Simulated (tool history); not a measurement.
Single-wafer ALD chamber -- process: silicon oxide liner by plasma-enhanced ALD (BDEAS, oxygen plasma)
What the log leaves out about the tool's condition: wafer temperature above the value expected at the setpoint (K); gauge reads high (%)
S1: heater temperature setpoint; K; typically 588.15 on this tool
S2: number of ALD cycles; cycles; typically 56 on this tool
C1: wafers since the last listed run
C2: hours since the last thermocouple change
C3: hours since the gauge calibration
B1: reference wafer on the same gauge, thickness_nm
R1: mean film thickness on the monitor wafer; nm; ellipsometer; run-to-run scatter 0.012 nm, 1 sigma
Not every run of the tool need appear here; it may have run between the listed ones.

run,day,S1,S2,C1,C2,C3,B1,R1
1,0.000,588.15,56,0,1202.4,127.3,5.244,4.875
2,0.600,588.15,56,104,1216.8,141.7,5.243,4.872
3,0.912,588.15,56,54,1224.3,149.2,5.244,4.859
4,1.346,588.15,56,75,1234.7,159.6,5.238,4.896
5,2.025,588.15,56,117,1251.0,175.9,5.234,4.867
6,2.396,588.15,56,64,1259.9,184.8,5.232,4.869
7,2.933,588.15,56,93,1272.8,197.7,5.222,4.865
8,3.271,588.15,56,58,1280.9,205.8,5.223,4.876
9,3.875,588.15,56,104,1295.4,220.3,5.216,4.857
10,4.621,588.15,56,129,1313.3,238.2,5.214,4.827
# day 5.092: gauge calibrated
11,5.367,584.15,52,129,1331.2,6.6,5.252,4.556
12,5.788,595.15,59,73,1341.3,16.7,5.252,5.087
13,6.158,578.15,45,64,1350.2,25.6,5.255,4.007
14,6.746,577.15,51,102,1364.3,39.7,5.252,4.517
15,7.442,588.15,56,120,1381.0,56.4,5.247,4.899
# day 8.346: thermocouple changed; heater temperature recalibrated
16,8.367,578.15,49,102,0.5,78.6,5.248,4.350
17,8.792,598.15,56,73,10.7,88.8,5.244,4.808
18,9.325,578.15,64,92,23.5,101.6,5.247,5.665
19,9.783,583.15,56,79,34.5,112.6,5.243,4.925
20,10.083,588.15,56,52,41.7,119.8,5.242,4.874
21,10.488,581.15,46,70,51.4,129.5,5.241,4.046

Below are 4 alternative next runs, each starting from the tool's condition after run 21. Predict each:
A,10.508,588.15,49,3,51.9,130.0,?,?
B,10.508,600.15,59,3,51.9,130.0,?,?
C,10.508,580.15,45,3,51.9,130.0,?,?
D,10.508,576.15,46,3,51.9,130.0,?,?

run,B1,R1
A,5.236,4.257
B,5.236,5.025
C,5.236,3.960
D,5.236,4.074
Take away the tool's hidden state, keep each run's random variation, and the runs would have read:
run,R1
A,4.274
B,5.046
C,3.976
D,4.091

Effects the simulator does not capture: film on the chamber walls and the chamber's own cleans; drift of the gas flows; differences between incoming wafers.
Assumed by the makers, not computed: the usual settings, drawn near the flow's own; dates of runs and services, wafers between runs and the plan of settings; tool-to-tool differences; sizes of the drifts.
